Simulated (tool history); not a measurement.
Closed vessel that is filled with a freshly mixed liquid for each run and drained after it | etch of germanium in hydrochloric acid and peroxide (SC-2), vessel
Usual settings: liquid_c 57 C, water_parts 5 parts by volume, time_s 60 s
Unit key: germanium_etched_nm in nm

run   hour  liquid_c  water_parts  time_s  read-back film thickness of the germanium reference wafer, read on the same gauge (nm)  germanium_etched_nm
  1      0        57            5      60                                                                                   50.02               284.51
  2   10.6        57            5      60                                                                                   50.03               285.47
  3   21.4        57            5      60                                                                                   49.97               285.62
  4     38        57            5      60                                                                                   49.99               285.19
  5   52.1        57            5      60                                                                                   49.98               286.53
  6   60.7        57            5      60                                                                                   50.02               284.97
  7   72.5        57            5      45                                                                                   50.02               214.39
  8   87.2        57            5      45                                                                                   49.99               214.37
  9  104.9        63            5      60                                                                                   49.99               342.15
 10  120.9        51            4      45                                                                                   50.01               178.07
 11  135.3        57            6      50                                                                                   50.03               237.66
 12  142.1        57            5      60                                                                                   49.99                285.9
 13  153.7        54            5      60                                                                                   49.99               261.39
 14    163        66            5      40                                                                                   50.02               249.83
 15  178.1        57            5      60                                                                                   49.96               286.57
 16  191.7        47            4      35                                                                                   50.04               121.73
 17  204.8        57            5      30                                                                                      50               143.08
 18  216.4      50.5            4      60                                                                                      50                233.6
 19  224.2      66.5            4      75                                                                                   49.96               475.08

Not shown here: 4 entries made in the log between runs. Locate each between two listed runs and compare the hidden state at the listed run before it with the hidden state at the listed run after it:
Runs 7 to 8: gauge calibrated (hour 85.5)
  both runs share identical hidden conditions
Runs 8 to 9: thermometer replaced (hour 101.2)
  both runs share identical hidden conditions
Runs 10 to 11: chemicals flow meter replaced (hour 134.1)
  both runs share identical hidden conditions
Runs 12 to 13: new drum of peroxide connected (hour 146)
  both runs share identical hidden conditions
